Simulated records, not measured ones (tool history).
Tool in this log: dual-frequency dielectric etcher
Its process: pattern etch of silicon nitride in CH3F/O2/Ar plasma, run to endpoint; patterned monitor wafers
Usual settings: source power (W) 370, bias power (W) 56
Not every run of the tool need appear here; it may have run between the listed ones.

run,day,source power (W),bias power (W),wafers since the last listed run,hours since the last wet clean,hours since the last source power generator calibration,hours since the last bias power generator calibration,hours since the last upper electrode change,"incoming incoming film thickness, nm",endpoint time (s)
1,0,370,67,0,281.8,1621.4,4105.6,3505.5,28.42,42.4
2,0.571,370,67,173,295.5,1635.1,4119.3,3519.2,27.89,41.7
3,1.129,370,67,169,308.9,1648.5,4132.7,3532.6,28.2,41.6
4,1.592,370,56,140,320,1659.6,4143.8,3543.7,27.9,43.7
5,2.279,370,56,209,336.5,1676.1,4160.3,3560.2,28.24,44.6
# day 3.475: wet clean of the chamber
6,3.496,370,56,65,0.5,1705.3,4189.5,3589.4,28.29,42.8
7,3.508,320,49,3,0.8,1705.6,4189.8,3589.7,28.22,46.8
8,3.521,320,49,3,1.1,1705.9,4190.1,3590,28.66,48
9,4.075,320,49,168,14.4,1719.2,4203.4,3603.3,28.28,47.2
10,4.542,370,56,142,25.6,1730.4,4214.6,3614.5,27.85,42.4
11,4.896,450,60,107,34.1,1738.9,4223.1,3623,27.93,38.7
12,5.192,430,68,90,41.2,1746,4230.2,3630.1,28.44,38.6
# day 5.588: bias power generator calibrated
13,5.642,420,48,86,52,1756.8,1.3,3640.9,28.3,42.7
# day 6.238: source power generator calibrated
14,6.304,370,43,150,67.9,1.6,17.2,3656.8,28.51,46.5
# day 7.754: upper electrode replaced
15,7.775,430,69,143,103.2,36.9,52.5,0.5,27.99,38.2
16,7.792,420,51,5,103.6,37.3,52.9,0.9,28.23,42.8
17,8.762,370,56,295,126.9,60.6,76.2,24.2,28.41,43.6
18,9.133,370,61,112,135.8,69.5,85.1,33.1,28.24,42.5
19,9.446,390,49,95,143.3,77,92.6,40.6,28.16,44.6
20,9.938,370,56,149,155.1,88.8,104.4,52.4,28.2,43.4
21,10.471,450,68,162,167.9,101.6,117.2,65.2,28.14,38.3

Branching from run 21: 3 alternative next runs. What would each branch give?
A,10.488,440,56,5,168.3,102,117.6,65.6,28.48,?
B,10.488,310,63,5,168.3,102,117.6,65.6,28.48,?
C,10.488,370,44,5,168.3,102,117.6,65.6,28.48,?

run,endpoint time (s)
A,41.5
B,45.8
C,47.3
Without the tool's unlogged condition, the same runs would have read:
run,endpoint time (s)
A,40.5
B,44.7
C,46.1
